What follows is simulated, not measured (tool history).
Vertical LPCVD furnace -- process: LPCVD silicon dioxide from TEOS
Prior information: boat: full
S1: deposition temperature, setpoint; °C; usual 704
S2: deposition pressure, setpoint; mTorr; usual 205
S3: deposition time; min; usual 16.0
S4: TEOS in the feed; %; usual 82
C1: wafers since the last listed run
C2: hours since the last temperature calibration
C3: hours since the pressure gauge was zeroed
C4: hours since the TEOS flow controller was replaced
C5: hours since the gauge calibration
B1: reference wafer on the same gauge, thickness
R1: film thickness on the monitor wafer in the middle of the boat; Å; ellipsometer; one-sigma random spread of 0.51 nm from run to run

run 1 hour=0.0 | S1=704 S2=205 S3=16.0 S4=82 | C1=0 C2=2029.2 C3=3695.0 C4=6321.7 C5=188.1 | B1=106.87 | R1=1229.1
run 2 hour=43.9 | S1=704 S2=205 S3=16.0 S4=82 | C1=968 C2=2073.1 C3=3738.9 C4=6365.6 C5=232.0 | B1=107.04 | R1=1244.1
run 3 hour=113.5 | S1=704 S2=205 S3=16.0 S4=82 | C1=1534 C2=2142.7 C3=3808.5 C4=6435.2 C5=301.6 | B1=107.09 | R1=1231.9
run 4 hour=162.6 | S1=704 S2=205 S3=16.0 S4=82 | C1=1082 C2=2191.8 C3=3857.6 C4=6484.3 C5=350.7 | B1=106.87 | R1=1237.2
run 5 hour=219.8 | S1=698 S2=205 S3=16.0 S4=82 | C1=1261 C2=2249.0 C3=3914.8 C4=6541.5 C5=407.9 | B1=107.06 | R1=1076.4
run 6 hour=286.6 | S1=704 S2=205 S3=16.0 S4=82 | C1=1473 C2=2315.8 C3=3981.6 C4=6608.3 C5=474.7 | B1=107.10 | R1=1246.5
run 7 hour=311.0 | S1=704 S2=205 S3=16.0 S4=82 | C1=538 C2=2340.2 C3=4006.0 C4=6632.7 C5=499.1 | B1=106.84 | R1=1240.6
run 8 hour=371.3 | S1=704 S2=205 S3=16.0 S4=82 | C1=1329 C2=2400.5 C3=4066.3 C4=6693.0 C5=559.4 | B1=106.90 | R1=1241.7
run 9 hour=441.2 | S1=704 S2=205 S3=16.0 S4=82 | C1=1541 C2=2470.4 C3=4136.2 C4=6762.9 C5=629.3 | B1=106.94 | R1=1231.7
run 10 hour=496.8 | S1=704 S2=205 S3=16.0 S4=82 | C1=1226 C2=2526.0 C3=4191.8 C4=6818.5 C5=684.9 | B1=106.95 | R1=1237.8
run 11 hour=564.3 | S1=704 S2=235 S3=16.0 S4=82 | C1=1488 C2=2593.5 C3=4259.3 C4=6886.0 C5=752.4 | B1=107.15 | R1=1336.4
-- hour=578.9 gauge calibrated
-- hour=594.3 thermocouples replaced and temperature profile calibrated
run 12 hour=636.3 | S1=704 S2=205 S3=16.0 S4=82 | C1=1058 C2=42.0 C3=4331.3 C4=6958.0 C5=57.4 | B1=106.92 | R1=1300.0
run 13 hour=666.3 | S1=695 S2=205 S3=16.0 S4=74 | C1=661 C2=72.0 C3=4361.3 C4=6988.0 C5=87.4 | B1=107.18 | R1=993.5
run 14 hour=723.6 | S1=713 S2=225 S3=12.5 S4=94 | C1=1263 C2=129.3 C3=4418.6 C4=7045.3 C5=144.7 | B1=106.75 | R1=1389.7
run 15 hour=755.9 | S1=701 S2=205 S3=16.0 S4=82 | C1=712 C2=161.6 C3=4450.9 C4=7077.6 C5=177.0 | B1=107.05 | R1=1219.9
-- hour=785.6 TEOS flow controller replaced
-- hour=795.6 pressure gauge zeroed
-- hour=823.8 thermocouples replaced and temperature profile calibrated, repeated, since the last time left the tool worse
run 16 hour=824.3 | S1=714 S2=225 S3=11.5 S4=92 | C1=228 C2=0.5 C3=28.7 C4=38.7 C5=245.4 | B1=106.94 | R1=1163.4
run 17 hour=857.8 | S1=694 S2=205 S3=16.0 S4=97 | C1=738 C2=34.0 C3=62.2 C4=72.2 C5=278.9 | B1=107.12 | R1=1010.9
run 18 hour=885.2 | S1=712 S2=180 S3=10.5 S4=70 | C1=604 C2=61.4 C3=89.6 C4=99.6 C5=306.3 | B1=106.89 | R1=805.5
run 19 hour=953.1 | S1=704 S2=245 S3=16.0 S4=96 | C1=1497 C2=129.3 C3=157.5 C4=167.5 C5=374.2 | B1=107.03 | R1=1404.5
run 20 hour=994.3 | S1=704 S2=220 S3=16.0 S4=82 | C1=908 C2=170.5 C3=198.7 C4=208.7 C5=415.4 | B1=107.15 | R1=1229.6
run 21 hour=1051.9 | S1=704 S2=205 S3=16.0 S4=82 | C1=1270 C2=228.1 C3=256.3 C4=266.3 C5=473.0 | B1=107.04 | R1=1200.0
run 22 hour=1121.5 | S1=697 S2=205 S3=16.0 S4=91 | C1=1534 C2=297.7 C3=325.9 C4=335.9 C5=542.6 | B1=106.93 | R1=1068.9

Here are 3 independent what-if runs from the current tool condition. What would each one return?
run A hour=1124.8 | S1=704 S2=205 S3=16.0 S4=82 | C1=72 C2=301.0 C3=329.2 C4=339.2 C5=545.9 | B1=? | R1=?
run B hour=1124.8 | S1=716 S2=205 S3=16.0 S4=97 | C1=72 C2=301.0 C3=329.2 C4=339.2 C5=545.9 | B1=? | R1=?
run C hour=1124.8 | S1=704 S2=170 S3=16.0 S4=82 | C1=72 C2=301.0 C3=329.2 C4=339.2 C5=545.9 | B1=? | R1=?

run=A B1=107.03 R1=1194.4
run=B B1=107.03 R1=1706.3
run=C B1=107.03 R1=1087.7
The same runs, with their run-to-run variation unchanged, on a tool lacking any hidden condition would have given:
run=A R1=1159.3
run=B R1=1657.4
run=C R1=1055.7

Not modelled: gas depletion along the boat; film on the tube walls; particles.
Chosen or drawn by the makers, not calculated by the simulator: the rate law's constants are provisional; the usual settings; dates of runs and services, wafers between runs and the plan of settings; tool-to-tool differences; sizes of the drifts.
